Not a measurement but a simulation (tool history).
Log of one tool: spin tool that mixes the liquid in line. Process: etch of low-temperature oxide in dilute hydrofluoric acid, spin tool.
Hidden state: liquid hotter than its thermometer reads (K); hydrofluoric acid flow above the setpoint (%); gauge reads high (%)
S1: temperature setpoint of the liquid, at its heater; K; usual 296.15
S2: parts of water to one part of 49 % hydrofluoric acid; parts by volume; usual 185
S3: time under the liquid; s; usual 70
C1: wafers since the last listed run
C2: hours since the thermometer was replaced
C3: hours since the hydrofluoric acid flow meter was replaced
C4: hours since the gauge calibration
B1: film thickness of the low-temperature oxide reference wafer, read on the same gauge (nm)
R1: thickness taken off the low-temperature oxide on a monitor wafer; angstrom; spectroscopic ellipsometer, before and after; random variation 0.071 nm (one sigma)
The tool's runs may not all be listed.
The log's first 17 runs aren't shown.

run 18 hour=234.7 | S1=294.15 S2=125 S3=40 | C1=107 C2=1330.8 C3=41.8 C4=425.6 | B1=110 | R1=81.7
run 19 hour=250.7 | S1=296.15 S2=185 S3=70 | C1=190 C2=1346.8 C3=57.8 C4=441.6 | B1=110 | R1=97.2
-- hour=262.8 gauge calibrated
run 20 hour=264.3 | S1=299.15 S2=235 S3=85 | C1=162 C2=1360.4 C3=71.4 C4=1.5 | B1=110 | R1=97.3
run 21 hour=282.2 | S1=296.15 S2=185 S3=35 | C1=213 C2=1378.3 C3=89.3 C4=19.4 | B1=110 | R1=49.5
run 22 hour=309.3 | S1=299.65 S2=145 S3=55 | C1=323 C2=1405.4 C3=116.4 C4=46.5 | B1=110.02 | R1=115.7
run 23 hour=343.9 | S1=296.15 S2=185 S3=70 | C1=412 C2=1440 C3=151 C4=81.1 | B1=110.02 | R1=97.8
run 24 hour=358.2 | S1=296.15 S2=185 S3=85 | C1=170 C2=1454.3 C3=165.3 C4=95.4 | B1=110.02 | R1=118.7
-- hour=359.8 thermometer replaced
run 25 hour=368.2 | S1=296.15 S2=255 S3=50 | C1=107 C2=8.4 C3=175.3 C4=105.4 | B1=110.01 | R1=43.9
run 26 hour=382.3 | S1=296.15 S2=220 S3=70 | C1=168 C2=22.5 C3=189.4 C4=119.5 | B1=109.99 | R1=73.3
run 27 hour=414.6 | S1=296.15 S2=185 S3=70 | C1=385 C2=54.8 C3=221.7 C4=151.8 | B1=110 | R1=89.9
run 28 hour=430.5 | S1=298.65 S2=245 S3=70 | C1=189 C2=70.7 C3=237.6 C4=167.7 | B1=109.96 | R1=70.2
run 29 hour=444.9 | S1=298.65 S2=185 S3=70 | C1=171 C2=85.1 C3=252 C4=182.1 | B1=110 | R1=101
run 30 hour=460.9 | S1=297.65 S2=95 S3=90 | C1=190 C2=101.1 C3=268 C4=198.1 | B1=110 | R1=267.9
run 31 hour=471.4 | S1=296.15 S2=250 S3=35 | C1=125 C2=111.6 C3=278.5 C4=208.6 | B1=110.01 | R1=31.5
run 32 hour=486.2 | S1=296.15 S2=235 S3=70 | C1=176 C2=126.4 C3=293.3 C4=223.4 | B1=110.02 | R1=68.2
run 33 hour=503.9 | S1=296.15 S2=185 S3=80 | C1=211 C2=144.1 C3=311 C4=241.1 | B1=109.99 | R1=103.4

4 ways to go on from here, each from the tool as it stands after run 33. What would each give?
run A hour=504.3 | S1=296.15 S2=185 S3=70 | C1=4 C2=144.5 C3=311.4 C4=241.5 | B1=? | R1=?
run B hour=504.3 | S1=296.15 S2=110 S3=70 | C1=4 C2=144.5 C3=311.4 C4=241.5 | B1=? | R1=?
run C hour=504.3 | S1=298.15 S2=105 S3=40 | C1=4 C2=144.5 C3=311.4 C4=241.5 | B1=? | R1=?
run D hour=504.3 | S1=292.65 S2=185 S3=70 | C1=4 C2=144.5 C3=311.4 C4=241.5 | B1=? | R1=?

run=A B1=110.02 R1=92.3
run=B B1=110.02 R1=169
run=C B1=110.02 R1=110.1
run=D B1=110.02 R1=80.7
Without the tool's hidden state the same runs would have given:
run=A R1=90.5
run=B R1=165.6
run=C R1=107.9
run=D R1=79.1
